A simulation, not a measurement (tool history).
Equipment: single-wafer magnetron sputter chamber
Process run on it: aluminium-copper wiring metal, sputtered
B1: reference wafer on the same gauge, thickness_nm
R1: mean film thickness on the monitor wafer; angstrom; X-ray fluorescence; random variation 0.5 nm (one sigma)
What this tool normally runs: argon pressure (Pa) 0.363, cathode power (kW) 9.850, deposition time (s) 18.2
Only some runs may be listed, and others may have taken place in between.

Run 1, hour 0.0: usual settings; B1 365.161. Result: R1 3309.41 angstrom.
Run 2, hour 9.4: usual settings; B1 365.134. Result: R1 3299.46 angstrom.
Run 3, hour 18.6: usual settings but cathode power (kW) 8.850; B1 365.010. Result: R1 3035.60 angstrom.
Run 4, hour 28.2: usual settings; B1 365.120. Result: R1 3300.13 angstrom.
Run 5, hour 41.2: usual settings; B1 364.853. Result: R1 3290.62 angstrom.
Run 6, hour 51.6: usual settings but argon pressure (Pa) 0.316; B1 364.877. Result: R1 3344.86 angstrom.
Run 7, hour 105.3: usual settings but argon pressure (Pa) 0.316; B1 365.159. Result: R1 3344.32 angstrom.
Run 8, hour 118.2: usual settings but argon pressure (Pa) 0.316; B1 364.880. Result: R1 3335.77 angstrom.
Run 9, hour 130.4: usual settings but cathode power (kW) 11.500, deposition time (s) 16.4; B1 365.118. Result: R1 3350.37 angstrom.
Run 10, hour 137.8: usual settings but cathode power (kW) 11.500, deposition time (s) 16.4; B1 364.886. Result: R1 3339.77 angstrom.
Run 11, hour 147.9: usual settings but cathode power (kW) 11.500, deposition time (s) 16.4; B1 365.010. Result: R1 3337.26 angstrom.
Run 12, hour 155.9: usual settings but deposition time (s) 20.2; B1 364.989. Result: R1 3652.45 angstrom.
At hour 168.3: magnet pack replaced.
Run 13, hour 170.2: usual settings; B1 365.088. Result: R1 3288.59 angstrom.
Run 14, hour 183.7: usual settings; B1 364.997. Result: R1 3280.85 angstrom.
Run 15, hour 198.1: usual settings but argon pressure (Pa) 0.457; B1 364.865. Result: R1 3186.14 angstrom.
At hour 200.5: gauge calibrated.
Run 16, hour 215.8: usual settings but argon pressure (Pa) 0.230, deposition time (s) 16.1; B1 364.830. Result: R1 3026.08 angstrom.
Run 17, hour 233.8: usual settings but argon pressure (Pa) 0.461, cathode power (kW) 8.750, deposition time (s) 19.6; B1 365.135. Result: R1 3138.83 angstrom.
Run 18, hour 249.6: usual settings but argon pressure (Pa) 0.448, cathode power (kW) 11.300, deposition time (s) 19.7; B1 364.967. Result: R1 3854.85 angstrom.
Run 19, hour 262.7: usual settings; B1 364.873. Result: R1 3279.29 angstrom.
At hour 281.3: sputter target and shields replaced.
At hour 287.7: capacitance manometer re-zeroed and calibrated.
Run 20, hour 288.2: usual settings but argon pressure (Pa) 0.257; B1 364.926. Result: R1 3441.06 angstrom.
Run 21, hour 288.5: usual settings but argon pressure (Pa) 0.221, cathode power (kW) 11.450; B1 365.014. Result: R1 3895.80 angstrom.
Run 22, hour 305.0: usual settings but argon pressure (Pa) 0.322, cathode power (kW) 12.250, deposition time (s) 16.7; B1 364.930. Result: R1 3664.60 angstrom.
Run 23, hour 321.5: usual settings; B1 364.849. Result: R1 3296.22 angstrom.
Run 24, hour 336.2: usual settings but argon pressure (Pa) 0.501, cathode power (kW) 11.050; B1 364.725. Result: R1 3470.15 angstrom.
Run 25, hour 343.6: usual settings but cathode power (kW) 8.350; B1 365.099. Result: R1 2911.08 angstrom.
Run 26, hour 353.9: usual settings but argon pressure (Pa) 0.260, cathode power (kW) 11.100, deposition time (s) 19.4; B1 364.893. Result: R1 4002.36 angstrom.
Run 27, hour 361.3: usual settings but cathode power (kW) 11.250, deposition time (s) 21.5; B1 365.106. Result: R1 4327.41 angstrom.
Run 28, hour 375.1: usual settings but argon pressure (Pa) 0.258, cathode power (kW) 11.050; B1 364.918. Result: R1 3727.56 angstrom.
Run 29, hour 384.6: usual settings but deposition time (s) 20.8; B1 365.025. Result: R1 3762.50 angstrom.
Run 30, hour 392.5: usual settings but argon pressure (Pa) 0.268, cathode power (kW) 8.950, deposition time (s) 19.2; B1 364.955. Result: R1 3323.19 angstrom.
Run 31, hour 410.4: usual settings; B1 364.997. Result: R1 3289.49 angstrom.

What if the next run were any one of these 3? Each begins from the tool's condition after run 31:
Run A, hour 410.8: usual settings but deposition time (s) 19.9; B1 ?. Result: R1 ?.
Run B, hour 410.8: usual settings but cathode power (kW) 11.150; B1 ?. Result: R1 ?.
Run C, hour 410.8: usual settings but argon pressure (Pa) 0.423, cathode power (kW) 7.550; B1 ?. Result: R1 ?.

run       B1       R1
  A  365.071  3602.44
  B  365.071  3629.64
  C  365.071  2653.03
Without the tool's hidden state the same runs would have given:
run       R1
  A  3636.18
  B  3663.63
  C  2677.88
